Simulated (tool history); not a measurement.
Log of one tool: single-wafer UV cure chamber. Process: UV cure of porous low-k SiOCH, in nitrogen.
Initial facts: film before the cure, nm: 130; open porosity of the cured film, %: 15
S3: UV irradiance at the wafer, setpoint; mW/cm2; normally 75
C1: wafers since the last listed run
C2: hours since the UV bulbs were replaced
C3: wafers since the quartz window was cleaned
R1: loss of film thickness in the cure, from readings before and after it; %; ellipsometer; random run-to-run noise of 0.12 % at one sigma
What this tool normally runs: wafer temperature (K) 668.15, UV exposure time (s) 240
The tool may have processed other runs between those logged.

run 1 hour=0 | wafer_temperature_(K)=668.15 UV_exposure_time_(s)=240 S3=75 | C1=0 C2=2439.6 C3=758 | R1=8.877
run 2 hour=6.4 | wafer_temperature_(K)=668.15 UV_exposure_time_(s)=240 S3=75 | C1=81 C2=2446 C3=839 | R1=9.047
run 3 hour=22.8 | wafer_temperature_(K)=668.15 UV_exposure_time_(s)=240 S3=75 | C1=208 C2=2462.4 C3=1047 | R1=8.887
run 4 hour=30.4 | wafer_temperature_(K)=668.15 UV_exposure_time_(s)=240 S3=75 | C1=96 C2=2470 C3=1143 | R1=8.905
-- hour=49.7 quartz window cleaned
run 5 hour=50.2 | wafer_temperature_(K)=668.15 UV_exposure_time_(s)=240 S3=75 | C1=149 C2=2489.8 C3=5 | R1=9.496
run 6 hour=55.7 | wafer_temperature_(K)=668.15 UV_exposure_time_(s)=240 S3=75 | C1=69 C2=2495.3 C3=75 | R1=9.428
run 7 hour=71.2 | wafer_temperature_(K)=668.15 UV_exposure_time_(s)=240 S3=75 | C1=196 C2=2510.8 C3=272 | R1=9.527
run 8 hour=83.9 | wafer_temperature_(K)=668.15 UV_exposure_time_(s)=240 S3=75 | C1=161 C2=2523.5 C3=433 | R1=9.325
run 9 hour=93.5 | wafer_temperature_(K)=668.15 UV_exposure_time_(s)=290 S3=57 | C1=121 C2=2533.1 C3=555 | R1=8.825
run 10 hour=111.2 | wafer_temperature_(K)=668.15 UV_exposure_time_(s)=290 S3=57 | C1=224 C2=2550.8 C3=780 | R1=8.699
run 11 hour=125.6 | wafer_temperature_(K)=675.15 UV_exposure_time_(s)=240 S3=75 | C1=182 C2=2565.2 C3=962 | R1=8.899
-- hour=143.4 quartz window cleaned
run 12 hour=143.9 | wafer_temperature_(K)=675.15 UV_exposure_time_(s)=240 S3=75 | C1=130 C2=2583.5 C3=6 | R1=9.607
run 13 hour=152.3 | wafer_temperature_(K)=687.15 UV_exposure_time_(s)=240 S3=75 | C1=106 C2=2591.9 C3=112 | R1=9.767
-- hour=165.1 UV bulbs replaced
run 14 hour=184.2 | wafer_temperature_(K)=668.15 UV_exposure_time_(s)=380 S3=106 | C1=303 C2=19.1 C3=416 | R1=12.317
run 15 hour=193.8 | wafer_temperature_(K)=668.15 UV_exposure_time_(s)=115 S3=75 | C1=121 C2=28.7 C3=538 | R1=6.322
run 16 hour=204 | wafer_temperature_(K)=660.15 UV_exposure_time_(s)=135 S3=75 | C1=129 C2=38.9 C3=667 | R1=6.764
run 17 hour=210.7 | wafer_temperature_(K)=668.15 UV_exposure_time_(s)=240 S3=75 | C1=85 C2=45.6 C3=752 | R1=8.841
run 18 hour=227 | wafer_temperature_(K)=668.15 UV_exposure_time_(s)=140 S3=75 | C1=206 C2=61.9 C3=959 | R1=6.843
run 19 hour=238.8 | wafer_temperature_(K)=668.15 UV_exposure_time_(s)=240 S3=75 | C1=149 C2=73.7 C3=1109 | R1=8.734
-- hour=252.1 quartz window cleaned
run 20 hour=252.6 | wafer_temperature_(K)=668.15 UV_exposure_time_(s)=240 S3=75 | C1=73 C2=87.5 C3=6 | R1=9.604
run 21 hour=260.1 | wafer_temperature_(K)=668.15 UV_exposure_time_(s)=240 S3=75 | C1=95 C2=95 C3=101 | R1=9.651
run 22 hour=270.4 | wafer_temperature_(K)=683.15 UV_exposure_time_(s)=130 S3=75 | C1=130 C2=105.3 C3=232 | R1=7.237
run 23 hour=282.4 | wafer_temperature_(K)=668.15 UV_exposure_time_(s)=240 S3=59 | C1=152 C2=117.3 C3=385 | R1=8.382
run 24 hour=296.5 | wafer_temperature_(K)=658.15 UV_exposure_time_(s)=180 S3=40 | C1=178 C2=131.4 C3=564 | R1=5.783

Consider 3 possible next runs. They are alternatives, not a sequence: every one starts from the tool as it was left by run 24. What does each give?
run A hour=296.9 | wafer_temperature_(K)=668.15 UV_exposure_time_(s)=305 S3=75 | C1=5 C2=131.8 C3=569 | R1=?
run B hour=296.9 | wafer_temperature_(K)=668.15 UV_exposure_time_(s)=240 S3=88 | C1=5 C2=131.8 C3=569 | R1=?
run C hour=296.9 | wafer_temperature_(K)=681.15 UV_exposure_time_(s)=125 S3=105 | C1=5 C2=131.8 C3=569 | R1=?

run=A R1=10.227
run=B R1=9.904
run=C R1=8.239
Stripped of hidden state, with their random variation kept, the same runs would have yielded:
run=A R1=10.638
run=B R1=10.311
run=C R1=8.623

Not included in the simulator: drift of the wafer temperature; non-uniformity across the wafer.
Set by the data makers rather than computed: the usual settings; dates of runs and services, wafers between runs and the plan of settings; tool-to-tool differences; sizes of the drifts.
